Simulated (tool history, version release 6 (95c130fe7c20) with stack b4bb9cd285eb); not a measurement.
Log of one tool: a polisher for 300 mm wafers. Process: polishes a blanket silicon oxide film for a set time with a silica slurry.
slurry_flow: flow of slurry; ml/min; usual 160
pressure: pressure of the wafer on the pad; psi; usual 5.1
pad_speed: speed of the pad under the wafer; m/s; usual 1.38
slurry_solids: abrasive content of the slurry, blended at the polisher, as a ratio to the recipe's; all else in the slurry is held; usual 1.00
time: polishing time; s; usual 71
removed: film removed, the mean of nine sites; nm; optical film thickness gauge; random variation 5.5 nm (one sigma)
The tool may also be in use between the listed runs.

run   hour  slurry_flow  pressure  pad_speed  slurry_solids  time  incoming thickness of the incoming film, nm  removed
  1    0.0          160       5.1       1.38           1.00    89                                       1802.5    385.8
  2   24.2          160       5.1       1.38           1.00    89                                       1801.6    467.8
  3   40.8          160       5.1       1.38           1.00    71                                       1849.6    363.3
  4   56.7          160       5.1       1.38           1.00    71                                       1835.0    370.5
  5   89.7          160       5.1       1.38           1.00    71                                       1851.7    359.2
  6  119.0          160       5.1       1.38           1.00    71                                       1820.8    350.4
  7  133.8          160       5.1       1.38           1.00    71                                       1829.3    341.6
  8  147.7          160       5.1       1.38           1.00    71                                       1822.1    342.5
  9  162.1          160       5.1       1.38           1.00    71                                       1826.8    338.8
 10  259.0          160       5.1       1.38           1.00    71                                       1834.3    319.7
 11  278.8          160       5.1       1.38           1.00    71                                       1830.5    323.7
 12  312.5          140       5.1       1.04           0.85    57                                       1819.7    194.5
 13  347.9          160       5.1       1.38           1.00    71                                       1838.5    315.2
 14  381.1          160       5.1       1.74           1.00    81                                       1833.5    402.1
 15  395.9          160       5.1       1.38           1.00    71                                       1820.2    321.5
 16  427.0          175       5.1       1.38           1.00    71                                       1825.4    320.2
 17  449.3          160       4.5       1.74           1.00    87                                       1814.5    387.3
 18  464.8          160       3.9       1.64           1.15    82                                       1823.6    422.0
 19  475.8          160       5.1       1.38           1.10    71                                       1815.7    400.2
 20  501.1          160       5.1       1.38           1.15    71                                       1793.6    398.0
 21  532.2          120       4.0       1.68           1.00    87                                       1832.5    360.7
 22  545.1          160       5.1       1.38           1.00    71                                       1821.7    358.4
 23  579.4          175       5.1       1.38           1.00    71                                       1813.0    353.5
 24  609.6          190       6.3       1.38           1.10    55                                       1822.1    351.2
 25  640.3          160       5.1       1.38           1.00    71                                       1830.0    337.6
 26  655.5          160       5.1       1.38           1.00    71                                       1852.1    334.1

Not shown: 10 entries that the log had between the listed runs. Between which runs, and how does the tool's hidden state differ before and after?
Between runs 1 and 2: slurry blender recalibrated (hour 22.2)
  abrasive missing from the slurry, %: 24.9 -> 3.58
  measured less the result without the state, removed: -88.0 -> -10.8 nm
Between runs 5 and 6: worn pad replaced by a new one (hour 113.2)
  abrasive missing from the slurry, %: 11.2 -> 13.8
  measured less the result without the state, removed: -29.1 -> -36.2 nm
Between runs 10 and 11: conditioning disc replaced and pad reconditioned (hour 267.8)
  abrasive missing from the slurry, %: 21.2 -> 21.8
  measured less the result without the state, removed: -57.9 -> -61.1 nm
Between runs 11 and 12: slurry nozzle cleaned (hour 286.3); worn pad replaced by a new one, of another model than before (hour 289.7); head pressure recalibrated (hour 297.1)
  abrasive missing from the slurry, %: 21.8 -> 22.7
  measured less the result without the state, removed: -61.1 -> -43.7 nm
Between runs 17 and 18: worn pad replaced by a new one (hour 456.9); slurry blender recalibrated (hour 464.3)
  abrasive missing from the slurry, %: 24.9 -> 1.03
  measured less the result without the state, removed: -88.8 -> -2.4 nm
Between runs 22 and 23: conditioning disc replaced and pad reconditioned (hour 564.1)
  abrasive missing from the slurry, %: 10.1 -> 12.8
  measured less the result without the state, removed: -25.6 -> -33.4 nm
Between runs 23 and 24: worn pad replaced by a new one (hour 604.1)
  abrasive missing from the slurry, %: 12.8 -> 14.8
  measured less the result without the state, removed: -33.4 -> -36.8 nm
